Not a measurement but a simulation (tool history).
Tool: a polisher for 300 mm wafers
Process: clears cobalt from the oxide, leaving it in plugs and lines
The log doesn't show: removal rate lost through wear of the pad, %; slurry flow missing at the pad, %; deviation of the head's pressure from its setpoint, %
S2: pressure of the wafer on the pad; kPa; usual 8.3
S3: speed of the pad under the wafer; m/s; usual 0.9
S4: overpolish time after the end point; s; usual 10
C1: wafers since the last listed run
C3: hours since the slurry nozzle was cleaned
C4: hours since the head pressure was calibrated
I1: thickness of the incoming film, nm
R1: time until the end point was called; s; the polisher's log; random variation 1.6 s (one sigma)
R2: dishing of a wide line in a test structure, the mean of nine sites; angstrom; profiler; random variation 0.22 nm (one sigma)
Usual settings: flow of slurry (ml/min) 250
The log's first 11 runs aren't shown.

run 12 hour=143.3 | flow_of_slurry_(ml/min)=250 S2=8.3 S3=0.9 S4=10 | C1=132 wafers_polished_on_this_pad=143 C3=263.8 C4=441.7 | I1=233.1 | R1=96.1 R2=202
run 13 hour=155.8 | flow_of_slurry_(ml/min)=250 S2=9.7 S3=0.9 S4=10 | C1=96 wafers_polished_on_this_pad=239 C3=276.3 C4=454.2 | I1=235.6 | R1=81.2 R2=227
-- hour=166.4 head pressure recalibrated
run 14 hour=172.7 | flow_of_slurry_(ml/min)=250 S2=9.7 S3=0.9 S4=10 | C1=114 wafers_polished_on_this_pad=354 C3=293.2 C4=6.3 | I1=233.9 | R1=82.5 R2=222
run 15 hour=180.3 | flow_of_slurry_(ml/min)=250 S2=8.3 S3=0.9 S4=10 | C1=58 wafers_polished_on_this_pad=413 C3=300.8 C4=13.9 | I1=236.7 | R1=98.8 R2=198
-- hour=230.2 slurry nozzle cleaned
run 16 hour=230.7 | flow_of_slurry_(ml/min)=175 S2=8.3 S3=1.18 S4=10 | C1=380 wafers_polished_on_this_pad=793 C3=0.5 C4=64.3 | I1=233.3 | R1=79.7 R2=230
-- hour=238.1 worn pad replaced by a new one
run 17 hour=238.6 | flow_of_slurry_(ml/min)=190 S2=8.3 S3=0.9 S4=10 | C1=30 wafers_polished_on_this_pad=4 C3=8.4 C4=72.2 | I1=231.3 | R1=98.3 R2=198
run 18 hour=248.2 | flow_of_slurry_(ml/min)=215 S2=9.7 S3=0.64 S4=10 | C1=73 wafers_polished_on_this_pad=77 C3=18 C4=81.8 | I1=235.7 | R1=107.4 R2=185
run 19 hour=256 | flow_of_slurry_(ml/min)=215 S2=10.3 S3=1.2 S4=5 | C1=60 wafers_polished_on_this_pad=138 C3=25.8 C4=89.6 | I1=240.4 | R1=65.4 R2=159
run 20 hour=262.4 | flow_of_slurry_(ml/min)=250 S2=9.7 S3=0.9 S4=12 | C1=49 wafers_polished_on_this_pad=187 C3=32.2 C4=96 | I1=239 | R1=83.8 R2=253
run 21 hour=269.9 | flow_of_slurry_(ml/min)=250 S2=8.3 S3=1.1 S4=13 | C1=57 wafers_polished_on_this_pad=245 C3=39.7 C4=103.5 | I1=235.1 | R1=79.8 R2=276
run 22 hour=280.4 | flow_of_slurry_(ml/min)=325 S2=6.2 S3=0.74 S4=6 | C1=80 wafers_polished_on_this_pad=325 C3=50.2 C4=114 | I1=235.2 | R1=145.2 R2=91
run 23 hour=295.5 | flow_of_slurry_(ml/min)=250 S2=8.3 S3=1.22 S4=10 | C1=116 wafers_polished_on_this_pad=442 C3=65.3 C4=129.1 | I1=235.8 | R1=76.2 R2=241
run 24 hour=308.9 | flow_of_slurry_(ml/min)=250 S2=8.3 S3=0.9 S4=10 | C1=103 wafers_polished_on_this_pad=545 C3=78.7 C4=142.5 | I1=233.9 | R1=95.3 R2=201
run 25 hour=323.5 | flow_of_slurry_(ml/min)=250 S2=8.3 S3=0.9 S4=10 | C1=112 wafers_polished_on_this_pad=657 C3=93.3 C4=157.1 | I1=232.5 | R1=97 R2=198
run 26 hour=331.9 | flow_of_slurry_(ml/min)=250 S2=8.3 S3=0.9 S4=16 | C1=64 wafers_polished_on_this_pad=722 C3=101.7 C4=165.5 | I1=236.8 | R1=95.9 R2=287
-- hour=337.3 worn pad replaced by a new one
run 27 hour=349.7 | flow_of_slurry_(ml/min)=250 S2=8.3 S3=0.9 S4=10 | C1=106 wafers_polished_on_this_pad=95 C3=119.5 C4=183.3 | I1=231.7 | R1=97.3 R2=200
run 28 hour=357.1 | flow_of_slurry_(ml/min)=250 S2=8.3 S3=0.9 S4=10 | C1=56 wafers_polished_on_this_pad=152 C3=126.9 C4=190.7 | I1=235.5 | R1=98.7 R2=199
run 29 hour=363.9 | flow_of_slurry_(ml/min)=170 S2=5.5 S3=0.74 S4=8 | C1=52 wafers_polished_on_this_pad=204 C3=133.7 C4=197.5 | I1=234 | R1=164.1 R2=104
run 30 hour=381.4 | flow_of_slurry_(ml/min)=250 S2=8.3 S3=0.9 S4=10 | C1=134 wafers_polished_on_this_pad=339 C3=151.2 C4=215 | I1=231.8 | R1=95 R2=202
run 31 hour=397.1 | flow_of_slurry_(ml/min)=300 S2=8.3 S3=0.6 S4=10 | C1=120 wafers_polished_on_this_pad=460 C3=166.9 C4=230.7 | I1=232.7 | R1=124.9 R2=160
run 32 hour=403.3 | flow_of_slurry_(ml/min)=180 S2=7.6 S3=0.9 S4=10 | C1=47 wafers_polished_on_this_pad=507 C3=173.1 C4=236.9 | I1=234.6 | R1=105.5 R2=185
run 33 hour=413.4 | flow_of_slurry_(ml/min)=250 S2=8.3 S3=0.9 S4=10 | C1=77 wafers_polished_on_this_pad=585 C3=183.2 C4=247 | I1=234.8 | R1=97.9 R2=200
run 34 hour=426.2 | flow_of_slurry_(ml/min)=250 S2=6.2 S3=0.9 S4=15 | C1=98 wafers_polished_on_this_pad=684 C3=196 C4=259.8 | I1=233.9 | R1=128.8 R2=221

Forecast each of these 5 alternatives for the next run:
run A hour=426.7 | flow_of_slurry_(ml/min)=250 S2=8.3 S3=0.9 S4=10 | C1=3 wafers_polished_on_this_pad=688 C3=196.5 C4=260.3 | I1=238.4 | R1=? R2=?
run B hour=426.7 | flow_of_slurry_(ml/min)=310 S2=8.3 S3=0.7 S4=10 | C1=3 wafers_polished_on_this_pad=688 C3=196.5 C4=260.3 | I1=238.4 | R1=? R2=?
run C hour=426.7 | flow_of_slurry_(ml/min)=250 S2=9.7 S3=1.06 S4=10 | C1=3 wafers_polished_on_this_pad=688 C3=196.5 C4=260.3 | I1=238.4 | R1=? R2=?
run D hour=426.7 | flow_of_slurry_(ml/min)=250 S2=8.3 S3=0.9 S4=5 | C1=3 wafers_polished_on_this_pad=688 C3=196.5 C4=260.3 | I1=238.4 | R1=? R2=?
run E hour=426.7 | flow_of_slurry_(ml/min)=310 S2=10.3 S3=0.9 S4=14 | C1=3 wafers_polished_on_this_pad=688 C3=196.5 C4=260.3 | I1=238.4 | R1=? R2=?

run=A R1=94 R2=201
run=B R1=110.1 R2=177
run=C R1=71.8 R2=246
run=D R1=94 R2=111
run=E R1=74.5 R2=304
Without the tool's hidden state the same runs would have given:
run=A R1=94 R2=201
run=B R1=110.1 R2=177
run=C R1=71.8 R2=246
run=D R1=94 R2=111
run=E R1=74.5 R2=304

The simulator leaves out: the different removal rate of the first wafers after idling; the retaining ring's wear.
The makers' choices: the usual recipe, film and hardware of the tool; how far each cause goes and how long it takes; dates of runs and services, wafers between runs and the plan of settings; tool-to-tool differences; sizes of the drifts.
